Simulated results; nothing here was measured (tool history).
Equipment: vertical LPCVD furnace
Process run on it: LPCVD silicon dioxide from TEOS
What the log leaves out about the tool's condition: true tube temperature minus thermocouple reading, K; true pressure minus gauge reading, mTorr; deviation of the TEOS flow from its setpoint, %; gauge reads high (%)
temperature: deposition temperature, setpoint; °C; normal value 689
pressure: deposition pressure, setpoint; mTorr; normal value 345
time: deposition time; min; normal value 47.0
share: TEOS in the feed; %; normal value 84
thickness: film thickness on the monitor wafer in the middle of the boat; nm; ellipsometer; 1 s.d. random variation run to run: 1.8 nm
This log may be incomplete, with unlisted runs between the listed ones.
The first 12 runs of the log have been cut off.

run	hour	temperature	pressure	time	share	wafers since the last listed run	hours since the last temperature calibration	hours since the pressure gauge was zeroed	hours since the TEOS flow controller was replaced	hours since the gauge calibration	read-back reference wafer on the same gauge, thickness	thickness
13	298.3	700	345	47.0	84	168	150.9	22.0	5714.0	153.5	258.92	442.55
14	329.1	700	395	39.0	94	371	181.7	52.8	5744.8	184.3	258.96	416.97
15	347.1	689	345	47.0	84	217	199.7	70.8	5762.8	202.3	259.02	343.42
16	378.5	696	345	40.5	84	378	231.1	102.2	5794.2	233.7	259.52	350.74
17	393.3	699	375	47.0	84	178	245.9	117.0	5809.0	248.5	259.07	451.11
# hour 424.7: thermocouples replaced and temperature profile calibrated, repeated, since the last time left the tool worse
# hour 434.2: TEOS flow controller replaced
18	434.7	699	345	35.5	97	96	10.0	158.4	0.5	289.9	258.95	313.60
19	438.6	689	300	64.0	67	47	13.9	162.3	4.4	293.8	258.33	347.23
20	449.3	693	345	42.0	84	129	24.6	173.0	15.1	304.5	259.20	301.71
21	485.2	689	345	47.0	96	433	60.5	208.9	51.0	340.4	258.50	327.29
22	497.3	683	345	47.0	84	145	72.6	221.0	63.1	352.5	258.86	263.39
23	523.8	680	300	47.0	84	319	99.1	247.5	89.6	379.0	258.41	230.03
24	548.6	679	405	56.0	77	299	123.9	272.3	114.4	403.8	258.91	297.54
25	562.6	689	345	57.0	84	168	137.9	286.3	128.4	417.8	259.36	370.19
26	578.8	689	345	47.0	84	195	154.1	302.5	144.6	434.0	259.24	306.64
27	613.7	689	345	47.0	90	421	189.0	337.4	179.5	468.9	258.79	316.06

Forecast run 28:
28	643.5	689	345	47.0	84	359	218.8	367.2	209.3	498.7	?	?

Logged for run 28: read-back reference wafer on the same gauge, thickness 259.60, thickness 304.70 nm.
With no hidden state in the tool, this same run would have given thickness 301.44 nm.

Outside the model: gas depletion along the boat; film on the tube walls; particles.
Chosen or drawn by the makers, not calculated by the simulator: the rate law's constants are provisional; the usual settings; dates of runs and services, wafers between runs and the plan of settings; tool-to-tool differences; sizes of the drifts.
